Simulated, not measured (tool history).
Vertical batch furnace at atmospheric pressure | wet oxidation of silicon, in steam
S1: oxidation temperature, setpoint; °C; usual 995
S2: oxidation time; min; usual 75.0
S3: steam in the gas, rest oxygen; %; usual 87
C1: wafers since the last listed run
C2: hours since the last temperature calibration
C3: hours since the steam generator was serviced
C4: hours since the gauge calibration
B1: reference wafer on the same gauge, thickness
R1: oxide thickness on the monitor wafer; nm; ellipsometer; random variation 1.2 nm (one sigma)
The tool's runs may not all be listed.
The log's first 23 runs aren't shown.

run 24 day=28.062 | S1=1018 S2=87.0 S3=97 | C1=268 C2=2970.6 C3=167.2 C4=966.9 | B1=522.76 | R1=613.40
run 25 day=29.192 | S1=995 S2=75.0 S3=87 | C1=474 C2=2997.7 C3=194.3 C4=994.0 | B1=522.89 | R1=447.32
-- day=31.075 gauge calibrated
-- day=33.300 thermocouples replaced and temperature profile calibrated
run 26 day=33.496 | S1=995 S2=75.0 S3=87 | C1=1389 C2=4.7 C3=297.6 C4=58.1 | B1=522.71 | R1=435.89
run 27 day=34.092 | S1=981 S2=75.0 S3=81 | C1=250 C2=19.0 C3=311.9 C4=72.4 | B1=523.06 | R1=371.06
run 28 day=35.029 | S1=995 S2=85.5 S3=78 | C1=394 C2=41.5 C3=334.4 C4=94.9 | B1=522.97 | R1=441.57
run 29 day=36.521 | S1=995 S2=64.5 S3=87 | C1=627 C2=77.3 C3=370.2 C4=130.7 | B1=522.92 | R1=390.96
run 30 day=37.208 | S1=1005 S2=58.0 S3=81 | C1=289 C2=93.8 C3=386.7 C4=147.2 | B1=523.06 | R1=371.75
run 31 day=37.812 | S1=995 S2=75.0 S3=87 | C1=254 C2=108.3 C3=401.2 C4=161.7 | B1=523.28 | R1=435.23
run 32 day=38.754 | S1=995 S2=75.0 S3=87 | C1=396 C2=130.9 C3=423.8 C4=184.3 | B1=522.76 | R1=432.68
run 33 day=39.900 | S1=1013 S2=75.0 S3=94 | C1=481 C2=158.4 C3=451.3 C4=211.8 | B1=523.20 | R1=516.94
run 34 day=40.696 | S1=995 S2=65.0 S3=87 | C1=334 C2=177.5 C3=470.4 C4=230.9 | B1=522.85 | R1=393.21
run 35 day=41.233 | S1=1005 S2=58.0 S3=81 | C1=226 C2=190.4 C3=483.3 C4=243.8 | B1=523.12 | R1=372.22
run 36 day=42.096 | S1=995 S2=75.0 S3=87 | C1=362 C2=211.1 C3=504.0 C4=264.5 | B1=522.91 | R1=431.55
run 37 day=42.612 | S1=986 S2=49.5 S3=94 | C1=217 C2=223.5 C3=516.4 C4=276.9 | B1=522.72 | R1=316.33

5 ways to go on from here, each from the tool as it stands after run 37. What would each give?
run A day=42.800 | S1=976 S2=75.0 S3=87 | C1=78 C2=228.0 C3=520.9 C4=281.4 | B1=? | R1=?
run B day=42.800 | S1=995 S2=96.0 S3=87 | C1=78 C2=228.0 C3=520.9 C4=281.4 | B1=? | R1=?
run C day=42.800 | S1=1004 S2=75.0 S3=97 | C1=78 C2=228.0 C3=520.9 C4=281.4 | B1=? | R1=?
run D day=42.800 | S1=995 S2=63.5 S3=83 | C1=78 C2=228.0 C3=520.9 C4=281.4 | B1=? | R1=?
run E day=42.800 | S1=971 S2=63.0 S3=87 | C1=78 C2=228.0 C3=520.9 C4=281.4 | B1=? | R1=?

run=A B1=523.24 R1=373.79
run=B B1=523.24 R1=511.20
run=C B1=523.24 R1=495.54
run=D B1=523.24 R1=373.35
run=E B1=523.24 R1=315.05
Without the tool's hidden state the same runs would have given:
run=A R1=377.73
run=B R1=516.51
run=C R1=500.69
run=D R1=377.28
run=E R1=318.41
